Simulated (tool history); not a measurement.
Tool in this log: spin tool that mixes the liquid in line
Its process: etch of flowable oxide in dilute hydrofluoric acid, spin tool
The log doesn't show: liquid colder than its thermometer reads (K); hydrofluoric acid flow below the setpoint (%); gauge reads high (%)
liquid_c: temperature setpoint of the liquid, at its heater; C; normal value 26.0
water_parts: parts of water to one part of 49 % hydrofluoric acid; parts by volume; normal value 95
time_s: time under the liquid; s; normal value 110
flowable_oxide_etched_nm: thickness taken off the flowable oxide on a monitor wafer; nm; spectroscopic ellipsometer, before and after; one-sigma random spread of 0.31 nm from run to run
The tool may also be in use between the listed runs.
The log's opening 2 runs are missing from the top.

run,hour,liquid_c,water_parts,time_s,wafers since the last listed run,hours since the thermometer was replaced,hours since the hydrofluoric acid flow meter was replaced,hours since the gauge calibration,"read-back film thickness of the flowable oxide reference wafer, read on the same gauge (nm)",flowable_oxide_etched_nm
3,48.5,23.5,95,110,174,1159.7,2100.3,369.6,109.98,25.19
4,67.2,26.0,95,110,172,1178.4,2119.0,388.3,109.99,27.59
5,94.7,26.0,95,85,253,1205.9,2146.5,415.8,110.00,20.90
6,118.0,26.0,95,110,215,1229.2,2169.8,439.1,109.99,27.11
7,134.3,26.0,95,110,150,1245.5,2186.1,455.4,109.99,27.77
8,166.9,26.0,95,110,300,1278.1,2218.7,488.0,110.02,27.46
9,187.5,26.0,55,75,190,1298.7,2239.3,508.6,109.97,33.50
10,201.7,26.0,55,75,131,1312.9,2253.5,522.8,109.99,33.81
11,223.4,26.0,55,75,200,1334.6,2275.2,544.5,109.98,33.76
# hour 241.9: hydrofluoric acid flow meter replaced
12,246.4,26.0,60,110,203,1357.6,4.5,567.5,110.00,53.29
13,271.6,26.0,60,110,232,1382.8,29.7,592.7,110.02,52.92
14,295.8,26.0,95,95,223,1407.0,53.9,616.9,109.99,27.05
15,311.2,26.0,95,95,142,1422.4,69.3,632.3,109.98,27.76
16,326.5,26.0,95,50,141,1437.7,84.6,647.6,109.97,14.27
17,347.1,26.0,95,110,190,1458.3,105.2,668.2,109.99,31.40
18,360.6,26.0,95,110,124,1471.8,118.7,681.7,110.02,31.54
# hour 380.7: gauge calibrated
# hour 401.1: thermometer replaced
19,448.1,26.0,95,110,798,47.0,206.2,67.4,109.99,31.11
20,472.1,30.5,130,85,221,71.0,230.2,91.4,109.97,20.11
21,488.7,22.0,130,140,153,87.6,246.8,108.0,110.00,23.81
22,501.8,26.0,120,110,120,100.7,259.9,121.1,109.97,24.07
23,526.6,26.0,110,110,228,125.5,284.7,145.9,110.00,26.28
24,548.3,26.0,95,110,200,147.2,306.4,167.6,109.99,31.62
25,573.7,26.0,95,110,234,172.6,331.8,193.0,110.00,31.76
26,608.8,28.5,145,110,323,207.7,366.9,228.1,109.98,20.90
27,626.9,28.5,95,80,167,225.8,385.0,246.2,110.00,25.17

Predict the results of run 28:
28,682.0,26.0,95,110,508,280.9,440.1,301.3,?,?

{"run 28": {"read-back film thickness of the flowable oxide reference wafer, read on the same gauge (nm)": 109.98, "flowable_oxide_etched_nm": 31.36}}
Were there no unlogged condition in the tool, this run, its random variation unchanged, would have produced flowable_oxide_etched_nm 32.60 nm.

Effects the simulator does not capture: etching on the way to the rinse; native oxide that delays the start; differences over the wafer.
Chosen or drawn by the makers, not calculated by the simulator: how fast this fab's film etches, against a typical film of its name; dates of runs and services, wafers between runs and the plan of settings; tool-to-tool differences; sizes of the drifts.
